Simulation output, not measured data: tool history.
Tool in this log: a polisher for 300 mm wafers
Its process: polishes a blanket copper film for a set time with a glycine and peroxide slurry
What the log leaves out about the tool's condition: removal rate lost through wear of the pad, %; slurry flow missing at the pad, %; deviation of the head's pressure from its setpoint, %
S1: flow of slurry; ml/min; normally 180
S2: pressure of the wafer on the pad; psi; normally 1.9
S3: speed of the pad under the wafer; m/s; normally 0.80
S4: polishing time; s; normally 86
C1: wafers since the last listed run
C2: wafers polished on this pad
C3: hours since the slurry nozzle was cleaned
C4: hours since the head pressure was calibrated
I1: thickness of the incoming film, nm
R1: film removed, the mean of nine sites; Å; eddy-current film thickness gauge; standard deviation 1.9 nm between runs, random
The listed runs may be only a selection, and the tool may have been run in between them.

run	hour	S1	S2	S3	S4	C1	C2	C3	C4	I1	R1
1	0.0	180	1.9	0.80	86	0	894	446.2	749.1	2173.2	2972
2	48.2	180	1.9	0.80	86	370	1265	494.4	797.3	2216.8	2998
# hour 62.7: worn pad replaced by a new one
3	112.2	210	1.9	0.68	86	461	380	558.4	861.3	2249.5	2721
4	180.5	210	1.9	0.68	86	524	905	626.7	929.6	2194.7	2697
5	223.8	210	1.9	0.68	86	332	1237	670.0	972.9	2215.0	2764
# hour 233.4: slurry nozzle cleaned
# hour 243.4: worn pad replaced by a new one, of another model than before
6	257.5	180	1.9	0.80	105	220	108	24.1	1006.6	2187.2	3605
7	287.1	180	1.9	0.80	86	227	336	53.7	1036.2	2180.6	2995
8	329.4	180	1.9	0.80	86	325	661	96.0	1078.5	2224.7	2989
# hour 364.7: head pressure recalibrated
9	395.7	135	1.7	0.88	77	494	1155	162.3	31.0	2193.5	2659
# hour 445.5: worn pad replaced by a new one
10	459.7	165	1.4	0.90	86	461	109	226.3	95.0	2224.5	2821
11	517.1	180	1.9	0.80	94	441	550	283.7	152.4	2194.1	3180
12	573.6	180	2.3	0.80	86	434	984	340.2	208.9	2221.1	3166
13	602.1	155	1.9	0.70	86	219	1203	368.7	237.4	2183.5	2527
14	626.4	180	2.3	0.80	86	186	1390	393.0	261.7	2177.2	3147
# hour 664.5: worn pad replaced by a new one
15	692.6	180	1.9	0.80	86	477	216	459.2	327.9	2192.5	2901
16	753.3	225	1.4	0.72	86	466	682	519.9	388.6	2228.7	2382

State the hidden condition of the tool at each of the runs:
removal rate lost through wear of the pad, %: 0 on each run
slurry flow missing at the pad, %: 0 on each run
H1: deviation of the head's pressure from its setpoint, %
run	H1
1	3.03
2	3.53
3	4.23
4	5.04
5	5.58
6	6.02
7	6.42
8	7.02
9	0.848
10	0.901
11	0.995
12	1.13
13	1.21
14	1.29
15	1.55
16	1.84
